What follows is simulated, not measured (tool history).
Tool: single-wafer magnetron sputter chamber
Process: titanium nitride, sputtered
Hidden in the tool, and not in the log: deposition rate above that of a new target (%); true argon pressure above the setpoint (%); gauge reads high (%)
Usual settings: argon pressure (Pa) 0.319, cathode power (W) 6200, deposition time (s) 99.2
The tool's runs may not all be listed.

run    hour  argon pressure (Pa)  cathode power (W)  deposition time (s)  wafers since the last listed run  wafers on the sputter target  hours since the last manometer calibration  hours since the magnet pack was replaced  hours since the gauge calibration  read-back reference wafer on the same gauge, thickness_nm  mean film thickness on the monitor wafer (angstrom)
  1     0.0                0.319               6200                 99.2                                 0                          7075                                        32.9                                    7076.0                              967.1                                                    110.979                                              1091.27
        8.6  -- sputter target and shields replaced
  2    29.7                0.319               6200                 99.2                               393                           383                                        62.6                                    7105.7                              996.8                                                    110.965                                              1132.44
  3    98.4                0.319               6200                 99.2                              1245                          1629                                       131.3                                    7174.4                             1065.5                                                    110.978                                              1120.52
  4   129.0                0.319               6200                 99.2                               554                          2184                                       161.9                                    7205.0                             1096.1                                                    111.033                                              1115.74
  5   160.6                0.319               6200                 99.2                               573                          2757                                       193.5                                    7236.6                             1127.7                                                    110.983                                              1107.50
      217.1  -- gauge calibrated
  6   224.3                0.319               6200                 99.2                              1155                          3912                                       257.2                                    7300.3                                7.2                                                    111.005                                              1103.54
  7   261.0                0.319               7350                 99.2                               665                          4577                                       293.9                                    7337.0                               43.9                                                    111.020                                              1247.93
  8   327.8                0.319               7350                 99.2                              1211                          5789                                       360.7                                    7403.8                              110.7                                                    111.017                                              1245.40
  9   380.5                0.319               7350                 99.2                               955                          6745                                       413.4                                    7456.5                              163.4                                                    110.953                                              1242.15
 10   430.8                0.345               6200                 99.2                               912                          7657                                       463.7                                    7506.8                              213.7                                                    110.970                                              1099.64
      445.7  -- sputter target and shields replaced
 11   457.4                0.345               6200                 99.2                               337                           212                                       490.3                                    7533.4                              240.3                                                    110.963                                              1125.10
 12   493.9                0.345               6200                 99.2                               661                           874                                       526.8                                    7569.9                              276.8                                                    110.949                                              1117.80
 13   562.4                0.319               6200                108.1                              1242                          2117                                       595.3                                    7638.4                              345.3                                                    110.978                                              1215.07
 14   597.9                0.413               7650                 91.5                               643                          2760                                       630.8                                    7673.9                              380.8                                                    111.067                                              1154.13
 15   635.9                0.271               6200                 99.2                               689                          3450                                       668.8                                    7711.9                              418.8                                                    111.007                                              1123.86
 16   699.8                0.358               7300                113.0                              1158                          4608                                       732.7                                    7775.8                              482.7                                                    111.002                                              1398.64
 17   736.8                0.319               5400                 90.0                               671                          5279                                       769.7                                    7812.8                              519.7                                                    111.016                                               907.29
 18   761.2                0.319               5500                 99.2                               442                          5722                                       794.1                                    7837.2                              544.1                                                    111.061                                              1018.02
      782.6  -- magnet pack replaced
      817.0  -- sputter target and shields replaced
 19   817.5                0.319               5500                 99.2                               730                             8                                       850.4                                      34.9                              600.4                                                    111.020                                              1055.73
 20   848.4                0.319               6200                 99.2                               560                           569                                       881.3                                      65.8                              631.3                                                    110.939                                              1138.14
 21   879.2                0.319               6200                 99.2                               558                          1127                                       912.1                                      96.6                              662.1                                                    110.965                                              1132.17
 22   909.2                0.281               6200                 99.2                               544                          1671                                       942.1                                     126.6                              692.1                                                    110.972                                              1140.66
 23   933.6                0.395               7500                 99.2                               442                          2114                                       966.5                                     151.0                              716.5                                                    110.997                                              1253.67
 24   959.6                0.319               6200                107.7                               471                          2585                                       992.5                                     177.0                              742.5                                                    111.037                                              1219.00
 25  1000.0                0.264               4800                104.2                               732                          3318                                      1032.9                                     217.4                              782.9                                                    111.077                                              1001.32
 26  1025.1                0.197               6200                105.2                               455                          3773                                      1058.0                                     242.5                              808.0                                                    110.966                                              1226.84
 27  1093.7                0.285               4950                 99.2                              1244                          5017                                      1126.6                                     311.1                              876.6                                                    111.066                                               969.47
 28  1145.1                0.319               4950                 99.2                               932                          5949                                      1178.0                                     362.5                              928.0                                                    111.099                                               957.78
 29  1196.6                0.394               5600                112.5                               933                          6883                                      1229.5                                     414.0                              979.5                                                    110.989                                              1148.07
 30  1249.5                0.319               6200                 99.2                               959                          7843                                      1282.4                                     466.9                             1032.4                                                    111.047                                              1110.22
 31  1279.1                0.319               4650                 99.2                               536                          8380                                      1312.0                                     496.5                             1062.0                                                    111.069                                               918.53
     1291.2  -- sputter target and shields replaced
 32  1303.3                0.218               5500                 84.4                               293                           218                                      1336.2                                     520.7                             1086.2                                                    110.967                                               929.02
 33  1340.0                0.319               6200                 99.2                               665                           884                                      1372.9                                     557.4                             1122.9                                                    111.030                                              1137.62
 34  1384.0                0.319               6200                 99.2                               797                          1682                                      1416.9                                     601.4                             1166.9                                                    111.016                                              1131.05

4 ways to go on from here, each from the tool as it stands after run 34. What would each give?
  A  1384.4                0.319               5650                 99.2                                 7                          1689                                      1417.3                                     601.8                             1167.3                                                          ?                                                    ?
  B  1384.4                0.244               5200                 99.2                                 7                          1689                                      1417.3                                     601.8                             1167.3                                                          ?                                                    ?
  C  1384.4                0.319               7550                 99.2                                 7                          1689                                      1417.3                                     601.8                             1167.3                                                          ?                                                    ?
  D  1384.4                0.319               6200                 86.3                                 7                          1689                                      1417.3                                     601.8                             1167.3                                                          ?                                                    ?

run  read-back reference wafer on the same gauge, thickness_nm  mean film thickness on the monitor wafer (angstrom)
  A                                                    111.043                                              1060.03
  B                                                    111.043                                              1026.55
  C                                                    111.043                                              1297.95
  D                                                    111.043                                               982.10
Without the tool's hidden state the same runs would have given:
run  mean film thickness on the monitor wafer (angstrom)
  A                                              1067.45
  B                                              1035.95
  C                                              1307.04
  D                                               988.97
